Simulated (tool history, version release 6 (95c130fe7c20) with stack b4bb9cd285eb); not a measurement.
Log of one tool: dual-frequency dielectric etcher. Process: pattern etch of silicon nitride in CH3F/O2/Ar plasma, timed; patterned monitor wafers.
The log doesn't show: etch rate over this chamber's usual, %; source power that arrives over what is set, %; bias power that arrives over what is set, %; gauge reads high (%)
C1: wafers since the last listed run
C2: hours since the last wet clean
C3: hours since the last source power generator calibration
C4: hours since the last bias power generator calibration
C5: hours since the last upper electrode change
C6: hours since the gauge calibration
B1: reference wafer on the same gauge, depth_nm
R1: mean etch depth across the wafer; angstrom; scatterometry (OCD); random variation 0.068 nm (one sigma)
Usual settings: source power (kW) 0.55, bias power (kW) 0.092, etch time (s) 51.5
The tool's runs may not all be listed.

{"run": 1, "day": 0.0, "source power (kW)": 0.55, "bias power (kW)": 0.092, "etch time (s)": 51.5, "C1": 0, "C2": 143.9, "C3": 2101.4, "C4": 1782.8, "C5": 4268.9, "C6": 617.7, "B1": 36.6, "R1": 440.7}
{"run": 2, "day": 0.979, "source power (kW)": 0.55, "bias power (kW)": 0.092, "etch time (s)": 61.5, "C1": 339, "C2": 167.4, "C3": 2124.9, "C4": 1806.3, "C5": 4292.4, "C6": 641.2, "B1": 36.59, "R1": 525.9}
{"run": 3, "day": 2.058, "source power (kW)": 0.55, "bias power (kW)": 0.092, "etch time (s)": 51.5, "C1": 374, "C2": 193.3, "C3": 2150.8, "C4": 1832.2, "C5": 4318.3, "C6": 667.1, "B1": 36.59, "R1": 440.8}
{"run": 4, "day": 3.492, "source power (kW)": 0.55, "bias power (kW)": 0.092, "etch time (s)": 51.5, "C1": 497, "C2": 227.7, "C3": 2185.2, "C4": 1866.6, "C5": 4352.7, "C6": 701.5, "B1": 36.59, "R1": 441.4}
{"run": 5, "day": 4.154, "source power (kW)": 0.55, "bias power (kW)": 0.092, "etch time (s)": 51.5, "C1": 229, "C2": 243.6, "C3": 2201.1, "C4": 1882.5, "C5": 4368.6, "C6": 717.4, "B1": 36.62, "R1": 440.6}
{"run": 6, "day": 5.062, "source power (kW)": 0.55, "bias power (kW)": 0.092, "etch time (s)": 51.5, "C1": 315, "C2": 265.4, "C3": 2222.9, "C4": 1904.3, "C5": 4390.4, "C6": 739.2, "B1": 36.6, "R1": 442.7}
{"run": 7, "day": 6.017, "source power (kW)": 0.55, "bias power (kW)": 0.092, "etch time (s)": 51.5, "C1": 330, "C2": 288.3, "C3": 2245.8, "C4": 1927.2, "C5": 4413.3, "C6": 762.1, "B1": 36.6, "R1": 441.9}
{"run": 8, "day": 7.004, "source power (kW)": 0.55, "bias power (kW)": 0.092, "etch time (s)": 51.5, "C1": 342, "C2": 312, "C3": 2269.5, "C4": 1950.9, "C5": 4437, "C6": 785.8, "B1": 36.6, "R1": 442.6}
{"day": 8.038, "done": "gauge calibrated"}
{"run": 9, "day": 8.467, "source power (kW)": 0.55, "bias power (kW)": 0.092, "etch time (s)": 51.5, "C1": 507, "C2": 347.1, "C3": 2304.6, "C4": 1986, "C5": 4472.1, "C6": 10.3, "B1": 36.59, "R1": 443.1}
{"run": 10, "day": 9.171, "source power (kW)": 0.55, "bias power (kW)": 0.092, "etch time (s)": 51.5, "C1": 244, "C2": 364, "C3": 2321.5, "C4": 2002.9, "C5": 4489, "C6": 27.2, "B1": 36.61, "R1": 443.8}
{"run": 11, "day": 10.612, "source power (kW)": 0.55, "bias power (kW)": 0.092, "etch time (s)": 51.5, "C1": 500, "C2": 398.6, "C3": 2356.1, "C4": 2037.5, "C5": 4523.6, "C6": 61.8, "B1": 36.59, "R1": 442.7}
{"day": 11.033, "done": "source power generator calibrated"}
{"run": 12, "day": 11.633, "source power (kW)": 0.55, "bias power (kW)": 0.108, "etch time (s)": 51.5, "C1": 296, "C2": 423.1, "C3": 14.4, "C4": 2062, "C5": 4548.1, "C6": 86.3, "B1": 36.6, "R1": 470.7}
{"run": 13, "day": 12.238, "source power (kW)": 0.62, "bias power (kW)": 0.08, "etch time (s)": 39, "C1": 209, "C2": 437.6, "C3": 28.9, "C4": 2076.5, "C5": 4562.6, "C6": 100.8, "B1": 36.59, "R1": 335.5}
{"day": 13.371, "done": "upper electrode replaced"}
{"run": 14, "day": 13.392, "source power (kW)": 0.55, "bias power (kW)": 0.092, "etch time (s)": 51.5, "C1": 53, "C2": 465.3, "C3": 56.6, "C4": 2104.2, "C5": 0.5, "C6": 128.5, "B1": 36.61, "R1": 445.6}
{"run": 15, "day": 14.208, "source power (kW)": 0.67, "bias power (kW)": 0.101, "etch time (s)": 51.5, "C1": 283, "C2": 484.9, "C3": 76.2, "C4": 2123.8, "C5": 20.1, "C6": 148.1, "B1": 36.6, "R1": 494.2}
{"run": 16, "day": 14.788, "source power (kW)": 0.55, "bias power (kW)": 0.098, "etch time (s)": 59, "C1": 200, "C2": 498.8, "C3": 90.1, "C4": 2137.7, "C5": 34, "C6": 162, "B1": 36.6, "R1": 520.4}
{"run": 17, "day": 16.033, "source power (kW)": 0.64, "bias power (kW)": 0.104, "etch time (s)": 46.5, "C1": 432, "C2": 528.7, "C3": 120, "C4": 2167.6, "C5": 63.9, "C6": 191.9, "B1": 36.6, "R1": 444.2}
{"run": 18, "day": 16.921, "source power (kW)": 0.64, "bias power (kW)": 0.079, "etch time (s)": 51.5, "C1": 307, "C2": 550, "C3": 141.3, "C4": 2188.9, "C5": 85.2, "C6": 213.2, "B1": 36.6, "R1": 448.2}
{"day": 17.679, "done": "bias power generator calibrated"}
{"run": 19, "day": 18.25, "source power (kW)": 0.55, "bias power (kW)": 0.108, "etch time (s)": 51.5, "C1": 403, "C2": 581.9, "C3": 173.2, "C4": 13.7, "C5": 117.1, "C6": 245.1, "B1": 36.6, "R1": 481.1}
{"day": 19.5, "done": "wet clean of the chamber"}
{"run": 20, "day": 19.521, "source power (kW)": 0.61, "bias power (kW)": 0.092, "etch time (s)": 51.5, "C1": 93, "C2": 0.5, "C3": 203.7, "C4": 44.2, "C5": 147.6, "C6": 275.6, "B1": 36.6, "R1": 462.5}
{"run": 21, "day": 20.046, "source power (kW)": 0.55, "bias power (kW)": 0.092, "etch time (s)": 51.5, "C1": 182, "C2": 13.1, "C3": 216.3, "C4": 56.8, "C5": 160.2, "C6": 288.2, "B1": 36.61, "R1": 446}
{"run": 22, "day": 21.396, "source power (kW)": 0.5, "bias power (kW)": 0.103, "etch time (s)": 45, "C1": 468, "C2": 45.5, "C3": 248.7, "C4": 89.2, "C5": 192.6, "C6": 320.6, "B1": 36.61, "R1": 390.5}
{"run": 23, "day": 22.742, "source power (kW)": 0.63, "bias power (kW)": 0.086, "etch time (s)": 51.5, "C1": 466, "C2": 77.8, "C3": 281, "C4": 121.5, "C5": 224.9, "C6": 352.9, "B1": 36.61, "R1": 457}
{"run": 24, "day": 23.967, "source power (kW)": 0.55, "bias power (kW)": 0.102, "etch time (s)": 51.5, "C1": 424, "C2": 107.2, "C3": 310.4, "C4": 150.9, "C5": 254.3, "C6": 382.3, "B1": 36.6, "R1": 461}
{"run": 25, "day": 24.529, "source power (kW)": 0.55, "bias power (kW)": 0.092, "etch time (s)": 51.5, "C1": 195, "C2": 120.7, "C3": 323.9, "C4": 164.4, "C5": 267.8, "C6": 395.8, "B1": 36.59, "R1": 444.8}
{"run": 26, "day": 25.054, "source power (kW)": 0.65, "bias power (kW)": 0.11, "etch time (s)": 51.5, "C1": 182, "C2": 133.3, "C3": 336.5, "C4": 177, "C5": 280.4, "C6": 408.4, "B1": 36.6, "R1": 505}
{"run": 27, "day": 25.962, "source power (kW)": 0.49, "bias power (kW)": 0.092, "etch time (s)": 51.5, "C1": 315, "C2": 155.1, "C3": 358.3, "C4": 198.8, "C5": 302.2, "C6": 430.2, "B1": 36.6, "R1": 426.8}
{"run": 28, "day": 27.412, "source power (kW)": 0.66, "bias power (kW)": 0.092, "etch time (s)": 66.5, "C1": 502, "C2": 189.9, "C3": 393.1, "C4": 233.6, "C5": 337, "C6": 465, "B1": 36.59, "R1": 614.2}
{"run": 29, "day": 28.054, "source power (kW)": 0.55, "bias power (kW)": 0.092, "etch time (s)": 36, "C1": 222, "C2": 205.3, "C3": 408.5, "C4": 249, "C5": 352.4, "C6": 480.4, "B1": 36.59, "R1": 311.7}

Some steps in R1 between neighbouring runs. How much of each would the tool show without its hidden state too (settings, what came in, random variation), and how much is left for the hidden state, with any gauge scatter that isn't in both results?
Run 18 -> 19: source power (kW) 0.64 -> 0.55, bias power (kW) 0.079 -> 0.108, bias power generator calibrated. R1 +32.9 angstrom: hidden state +8, all else +24.9.
Run 19 -> 20: source power (kW) 0.55 -> 0.61, bias power (kW) 0.108 -> 0.092, wet clean of the chamber. R1 -18.6 angstrom: hidden state -9.5, all else -9.1.
Run 27 -> 28: source power (kW) 0.49 -> 0.66, etch time (s) 51.5 -> 66.5. R1 +187.4 angstrom: hidden state -0.2, all else +187.6.
Run 28 -> 29: source power (kW) 0.66 -> 0.55, etch time (s) 66.5 -> 36. R1 -302.5 angstrom: hidden state +0.7, all else -303.2.
